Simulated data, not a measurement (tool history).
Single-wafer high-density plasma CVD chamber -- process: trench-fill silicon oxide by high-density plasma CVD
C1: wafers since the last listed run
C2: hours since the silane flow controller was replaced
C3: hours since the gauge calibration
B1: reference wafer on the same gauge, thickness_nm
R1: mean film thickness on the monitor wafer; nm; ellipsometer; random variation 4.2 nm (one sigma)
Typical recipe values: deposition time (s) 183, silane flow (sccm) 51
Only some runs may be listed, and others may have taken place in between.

Run 1, hour 0: usual settings but deposition time (s) 167, silane flow (sccm) 58; C1 0; C2 197.3; C3 662.7; B1 825.858. Result: R1 974.388 nm.
Run 2, hour 24.4: usual settings but silane flow (sccm) 59; C1 241; C2 221.7; C3 687.1; B1 827.018. Result: R1 1087.492 nm.
Run 3, hour 85.6: usual settings; C1 606; C2 282.9; C3 748.3; B1 827.481. Result: R1 941.175 nm.
Run 4, hour 136.5: usual settings but deposition time (s) 162; C1 504; C2 333.8; C3 799.2; B1 826.49. Result: R1 833.364 nm.
Run 5, hour 162.9: usual settings but deposition time (s) 162; C1 261; C2 360.2; C3 825.6; B1 826.176. Result: R1 834.826 nm.
Run 6, hour 220.7: usual settings but silane flow (sccm) 44; C1 572; C2 418; C3 883.4; B1 827.04. Result: R1 811.223 nm.
Run 7, hour 284.9: usual settings but silane flow (sccm) 44; C1 635; C2 482.2; C3 947.6; B1 826.445. Result: R1 811.862 nm.
Run 8, hour 481.5: usual settings but silane flow (sccm) 44; C1 1946; C2 678.8; C3 1144.2; B1 826.674. Result: R1 811.626 nm.
Run 9, hour 525.4: usual settings; C1 434; C2 722.7; C3 1188.1; B1 827.165. Result: R1 941.858 nm.
Run 10, hour 593.8: usual settings but silane flow (sccm) 55; C1 677; C2 791.1; C3 1256.5; B1 825.129. Result: R1 1022.501 nm.
Run 11, hour 664.7: usual settings; C1 702; C2 862; C3 1327.4; B1 825.95. Result: R1 943.19 nm.
Run 12, hour 691.9: usual settings; C1 269; C2 889.2; C3 1354.6; B1 825.912. Result: R1 944.335 nm.
Run 13, hour 718.4: usual settings; C1 262; C2 915.7; C3 1381.1; B1 826.488. Result: R1 942.785 nm.
Run 14, hour 750.8: usual settings; C1 320; C2 948.1; C3 1413.5; B1 827.178. Result: R1 944.054 nm.
Run 15, hour 792.7: usual settings; C1 414; C2 990; C3 1455.4; B1 825.289. Result: R1 940.229 nm.
Run 16, hour 847.4: usual settings; C1 541; C2 1044.7; C3 1510.1; B1 824.96. Result: R1 944.956 nm.
Run 17, hour 877: usual settings; C1 293; C2 1074.3; C3 1539.7; B1 826.438. Result: R1 944.872 nm.
Run 18, hour 903.8: usual settings but deposition time (s) 203; C1 265; C2 1101.1; C3 1566.5; B1 825.651. Result: R1 1038.634 nm.
Run 19, hour 930.5: usual settings but deposition time (s) 203; C1 264; C2 1127.8; C3 1593.2; B1 824.751. Result: R1 1047.892 nm.
Run 20, hour 992.6: usual settings but deposition time (s) 203; C1 614; C2 1189.9; C3 1655.3; B1 825.865. Result: R1 1046.975 nm.
Run 21, hour 1017.7: usual settings; C1 248; C2 1215; C3 1680.4; B1 825.453. Result: R1 935.522 nm.
Run 22, hour 1086.1: usual settings; C1 677; C2 1283.4; C3 1748.8; B1 825.743. Result: R1 943.999 nm.
Run 23, hour 1122.1: usual settings but deposition time (s) 201, silane flow (sccm) 47; C1 356; C2 1319.4; C3 1784.8; B1 825.806. Result: R1 947.12 nm.
Run 24, hour 1160.4: usual settings; C1 379; C2 1357.7; C3 1823.1; B1 825.744. Result: R1 947.828 nm.
Run 25, hour 1231.4: usual settings but silane flow (sccm) 46; C1 703; C2 1428.7; C3 1894.1; B1 826.466. Result: R1 847.199 nm.
Run 26, hour 1300.6: usual settings but deposition time (s) 150, silane flow (sccm) 55; C1 685; C2 1497.9; C3 1963.3; B1 824.639. Result: R1 833.56 nm.
Run 27, hour 1368: usual settings; C1 667; C2 1565.3; C3 2030.7; B1 827.156. Result: R1 935.286 nm.
Run 28, hour 1425.3: usual settings but deposition time (s) 203, silane flow (sccm) 60; C1 567; C2 1622.6; C3 2088; B1 825.771. Result: R1 1235.083 nm.
Run 29, hour 1464.6: usual settings but deposition time (s) 169, silane flow (sccm) 57; C1 389; C2 1661.9; C3 2127.3; B1 825.018. Result: R1 967.669 nm.
At hour 1504: silane flow controller replaced.
Run 30, hour 1531.2: usual settings but deposition time (s) 203; C1 580; C2 27.2; C3 2193.9; B1 826.536. Result: R1 1048.668 nm.
Run 31, hour 1572.4: usual settings but deposition time (s) 169, silane flow (sccm) 55; C1 407; C2 68.4; C3 2235.1; B1 826.6. Result: R1 944.092 nm.
At hour 1576: gauge calibrated.
Run 32, hour 1596.8: usual settings but deposition time (s) 211, silane flow (sccm) 57; C1 241; C2 92.8; C3 20.8; B1 826.359. Result: R1 1226.53 nm.
Run 33, hour 1653.1: usual settings but silane flow (sccm) 43; C1 557; C2 149.1; C3 77.1; B1 825.761. Result: R1 792.929 nm.
Run 34, hour 1716.3: usual settings; C1 625; C2 212.3; C3 140.3; B1 826.655. Result: R1 941.669 nm.
Run 35, hour 1753.5: usual settings but deposition time (s) 198, silane flow (sccm) 54; C1 368; C2 249.5; C3 177.5; B1 825.275. Result: R1 1074.032 nm.
Run 36, hour 1797.3: usual settings; C1 433; C2 293.3; C3 221.3; B1 824.844. Result: R1 942.955 nm.
Run 37, hour 1827.6: usual settings but deposition time (s) 216, silane flow (sccm) 61; C1 300; C2 323.6; C3 251.6; B1 826.101. Result: R1 1331.967 nm.
Run 38, hour 1865.5: usual settings but deposition time (s) 166, silane flow (sccm) 46; C1 375; C2 361.5; C3 289.5; B1 825.055. Result: R1 773.842 nm.
Run 39, hour 1921.9: usual settings; C1 558; C2 417.9; C3 345.9; B1 824.973. Result: R1 941.815 nm.
Run 40, hour 1987.6: usual settings but deposition time (s) 168, silane flow (sccm) 61; C1 650; C2 483.6; C3 411.6; B1 825.627. Result: R1 1032.531 nm.
Run 41, hour 2018.2: usual settings but deposition time (s) 167, silane flow (sccm) 60; C1 303; C2 514.2; C3 442.2; B1 825.477. Result: R1 1015.494 nm.
Run 42, hour 2066.3: usual settings but silane flow (sccm) 47; C1 476; C2 562.3; C3 490.3; B1 826.373. Result: R1 875.229 nm.
Run 43, hour 2094.6: usual settings but deposition time (s) 206, silane flow (sccm) 58; C1 280; C2 590.6; C3 518.6; B1 825.234. Result: R1 1203.002 nm.

The tool's hidden state at each run:
delivered silane flow above the setpoint (%): 0 at every run
gauge reads high (%): 0 at every run
